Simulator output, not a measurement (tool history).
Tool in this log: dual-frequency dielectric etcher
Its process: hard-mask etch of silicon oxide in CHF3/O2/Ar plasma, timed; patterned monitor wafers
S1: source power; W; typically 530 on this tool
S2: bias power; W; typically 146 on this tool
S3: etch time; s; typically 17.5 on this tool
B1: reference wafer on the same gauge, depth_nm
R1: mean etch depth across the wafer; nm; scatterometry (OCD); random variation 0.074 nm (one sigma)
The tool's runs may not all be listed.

| run | hour | S1 | S2 | S3 | B1 | R1 |
|---|---|---|---|---|---|---|
| 1 | 0.0 | 530 | 146 | 17.5 | 33.99 | 29.60 |
| 2 | 12.4 | 530 | 146 | 17.5 | 34.00 | 29.76 |
| 3 | 44.5 | 530 | 146 | 17.5 | 34.02 | 29.65 |
| 4 | 77.2 | 530 | 146 | 17.5 | 34.00 | 29.63 |
| 5 | 110.4 | 530 | 146 | 17.5 | 33.99 | 29.58 |
| 6 | 127.4 | 530 | 146 | 17.5 | 34.03 | 29.68 |
| 7 | 158.3 | 530 | 119 | 17.5 | 34.00 | 27.74 |
| 8 | 187.6 | 530 | 146 | 17.5 | 34.00 | 29.54 |
| 9 | 206.9 | 530 | 146 | 17.5 | 34.01 | 29.69 |
| 10 | 224.1 | 530 | 146 | 17.5 | 33.97 | 29.62 |
|  | 294.3 | wet clean of the chamber |
|  | 294.8 | bias power generator calibrated |
| 11 | 326.8 | 570 | 146 | 17.5 | 34.00 | 30.86 |
|  | 390.9 | upper electrode replaced |
|  | 410.5 | source power generator calibrated |
| 12 | 415.5 | 530 | 146 | 17.5 | 34.02 | 29.76 |
| 13 | 439.1 | 660 | 159 | 12.5 | 34.02 | 24.30 |
| 14 | 462.3 | 530 | 121 | 20.5 | 33.99 | 32.87 |
| 15 | 487.5 | 530 | 146 | 17.5 | 33.98 | 29.70 |
| 16 | 507.5 | 500 | 156 | 17.5 | 33.98 | 29.48 |
| 17 | 539.7 | 400 | 146 | 13.5 | 33.98 | 19.83 |
|  | 552.0 | gauge calibrated |
| 18 | 596.9 | 450 | 122 | 22.0 | 33.98 | 32.28 |
| 19 | 615.5 | 530 | 174 | 20.0 | 33.99 | 36.15 |
| 20 | 643.4 | 600 | 127 | 17.5 | 34.01 | 30.22 |
| 21 | 662.3 | 530 | 146 | 17.5 | 34.01 | 29.79 |
| 22 | 677.0 | 530 | 126 | 22.0 | 33.99 | 35.75 |
| 23 | 698.4 | 530 | 146 | 17.5 | 34.00 | 29.79 |

Predict each of these 5 candidate next runs independently; none follows another, all start after run 23:
| A | 698.8 | 530 | 146 | 17.5 | ? | ? |
| B | 698.8 | 500 | 130 | 19.5 | ? | ? |
| C | 698.8 | 630 | 146 | 17.5 | ? | ? |
| D | 698.8 | 660 | 146 | 17.5 | ? | ? |
| E | 698.8 | 650 | 124 | 20.0 | ? | ? |

| run | B1 | R1 |
|---|---|---|
| A | 34.02 | 29.71 |
| B | 34.02 | 30.91 |
| C | 34.02 | 32.35 |
| D | 34.02 | 33.08 |
| E | 34.02 | 35.59 |
The same runs, with their run-to-run variation unchanged, on a tool lacking any hidden condition would have given:
| run | R1 |
|---|---|
| A | 29.71 |
| B | 30.91 |
| C | 32.35 |
| D | 33.08 |
| E | 35.59 |
